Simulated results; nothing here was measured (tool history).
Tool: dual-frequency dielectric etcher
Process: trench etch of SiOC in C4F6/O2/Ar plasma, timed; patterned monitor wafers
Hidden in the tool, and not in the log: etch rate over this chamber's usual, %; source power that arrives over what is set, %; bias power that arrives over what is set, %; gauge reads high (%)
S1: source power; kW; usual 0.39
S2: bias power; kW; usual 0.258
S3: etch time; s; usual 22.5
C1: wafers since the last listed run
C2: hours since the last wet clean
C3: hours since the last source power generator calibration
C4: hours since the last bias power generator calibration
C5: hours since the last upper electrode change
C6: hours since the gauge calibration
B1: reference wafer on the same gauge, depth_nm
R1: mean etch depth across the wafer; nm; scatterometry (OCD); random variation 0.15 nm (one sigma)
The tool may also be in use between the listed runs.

run,hour,S1,S2,S3,C1,C2,C3,C4,C5,C6,B1,R1
1,0,0.39,0.287,22.5,0,10.1,1584.6,1271.5,3547.6,713.1,54.9,56.7
# hour 25.7: gauge calibrated
2,30.6,0.39,0.271,27.5,553,40.7,1615.2,1302.1,3578.2,4.9,54.9,67.4
3,86.3,0.39,0.271,27.5,1006,96.4,1670.9,1357.8,3633.9,60.6,54.9,67.5
4,134.7,0.39,0.258,22.5,874,144.8,1719.3,1406.2,3682.3,109,54.9,53.8
5,204.3,0.39,0.258,27,1257,214.4,1788.9,1475.8,3751.9,178.6,54.9,64.6
6,242.3,0.42,0.258,22.5,686,252.4,1826.9,1513.8,3789.9,216.6,55,55.5
7,304.2,0.42,0.258,22.5,1118,314.3,1888.8,1575.7,3851.8,278.5,54.9,55.6
8,371.8,0.39,0.296,18,1221,381.9,1956.4,1643.3,3919.4,346.1,54.9,45.4
# hour 387.5: source power generator calibrated
9,406.2,0.34,0.213,19,549,416.3,18.7,1677.7,3953.8,380.5,54.9,38.8
10,450,0.39,0.258,17.5,791,460.1,62.5,1721.5,3997.6,424.3,54.9,41.7
# hour 468.3: bias power generator calibrated
11,478.8,0.46,0.296,22.5,448,488.9,91.3,10.5,4026.4,453.1,54.9,61.3
# hour 541.6: upper electrode replaced
# hour 560.6: wet clean of the chamber
12,561.1,0.46,0.296,22.5,710,0.5,173.6,92.8,19.5,535.4,54.9,60.7
13,561.5,0.3,0.194,27,7,0.9,174,93.2,19.9,535.8,54.9,48.8
# hour 607.9: gauge calibrated
14,631.4,0.39,0.291,22.5,1263,70.8,243.9,163.1,89.8,23.5,54.9,55.2
# hour 664.1: wet clean of the chamber, repeated, since the last time left the tool worse
15,676.3,0.3,0.258,22.5,377,12.2,288.8,208,134.7,68.4,54.9,47.1
16,807,0.39,0.271,27.5,2362,142.9,419.5,338.7,265.4,199.1,54.9,67.6

Forecast each of these 3 alternatives for the next run:
A,807.4,0.39,0.258,22.5,7,143.3,419.9,339.1,265.8,199.5,?,?
B,807.4,0.34,0.287,16.5,7,143.3,419.9,339.1,265.8,199.5,?,?
C,807.4,0.42,0.29,19.5,7,143.3,419.9,339.1,265.8,199.5,?,?

run,B1,R1
A,54.9,54.1
B,54.9,38.6
C,54.9,51.1
Without the tool's hidden state the same runs would have given:
run,R1
A,54.3
B,38.8
C,51.3

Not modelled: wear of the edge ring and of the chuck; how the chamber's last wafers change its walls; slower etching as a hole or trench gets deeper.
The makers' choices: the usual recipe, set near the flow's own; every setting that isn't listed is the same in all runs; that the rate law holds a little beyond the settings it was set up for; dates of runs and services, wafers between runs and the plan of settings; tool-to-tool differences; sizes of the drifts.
